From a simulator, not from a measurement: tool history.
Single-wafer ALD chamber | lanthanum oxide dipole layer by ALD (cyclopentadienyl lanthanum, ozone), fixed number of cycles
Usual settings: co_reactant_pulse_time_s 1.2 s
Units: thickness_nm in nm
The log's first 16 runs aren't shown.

run,hour,co_reactant_pulse_time_s,wafers since the last listed run,hours since the last thermocouple change,hours since the last ozone generator service,hours since the showerhead was replaced,hours since the gauge calibration,"read-back reference wafer on the same gauge, thickness_nm",thickness_nm
17,1419.7,1.2,1054,1223.9,377.4,434.4,1069.5,0.522,0.551
18,1478.3,0.84,1016,1282.5,436,493,1128.1,0.522,0.525
19,1576.5,1.2,1703,1380.7,534.2,591.2,1226.3,0.522,0.551
20,1652.9,1.2,1325,1457.1,610.6,667.6,1302.7,0.521,0.546
# hour 1924.2: ozone generator serviced
21,1925.2,1.51,4583,1729.4,1,939.9,1575,0.521,0.562
22,1970.6,1.2,787,1774.8,46.4,985.3,1620.4,0.523,0.545
23,2060.9,1.49,1566,1865.1,136.7,1075.6,1710.7,0.522,0.562
24,2132.6,1.45,1243,1936.8,208.4,1147.3,1782.4,0.523,0.561
# hour 2166: thermocouple changed; heater temperature recalibrated
25,2235,1.2,1637,69,310.8,1249.7,1884.8,0.522,0.55
26,2299,1.58,1109,133,374.8,1313.7,1948.8,0.523,0.569
# hour 2322.4: gauge calibrated
27,2396.7,0.93,1694,230.7,472.5,1411.4,74.3,0.522,0.532
28,2483.4,1.66,1503,317.4,559.2,1498.1,161,0.522,0.569
29,2543.3,1.44,1038,377.3,619.1,1558,220.9,0.523,0.56
30,2610.9,0.79,1172,444.9,686.7,1625.6,288.5,0.522,0.523
31,2660.4,1.05,858,494.4,736.2,1675.1,338,0.523,0.539
32,2714.1,1.2,931,548.1,789.9,1728.8,391.7,0.522,0.552
33,2793.5,1.2,1377,627.5,869.3,1808.2,471.1,0.522,0.548
# hour 2933.7: ozone generator serviced
34,3065.7,1.46,4582,899.7,132,2080.4,743.3,0.523,0.559

4 ways to go on from here, each from the tool as it stands after run 34. What would each give?
A,3066.1,1.2,6,900.1,132.4,2080.8,743.7,?,?
B,3066.1,1.62,6,900.1,132.4,2080.8,743.7,?,?
C,3066.1,1.03,6,900.1,132.4,2080.8,743.7,?,?
D,3066.1,0.95,6,900.1,132.4,2080.8,743.7,?,?

run,"read-back reference wafer on the same gauge, thickness_nm",thickness_nm
A,0.521,0.553
B,0.521,0.572
C,0.521,0.543
D,0.521,0.537
Without the tool's hidden state the same runs would have given:
run,thickness_nm
A,0.553
B,0.572
C,0.543
D,0.537

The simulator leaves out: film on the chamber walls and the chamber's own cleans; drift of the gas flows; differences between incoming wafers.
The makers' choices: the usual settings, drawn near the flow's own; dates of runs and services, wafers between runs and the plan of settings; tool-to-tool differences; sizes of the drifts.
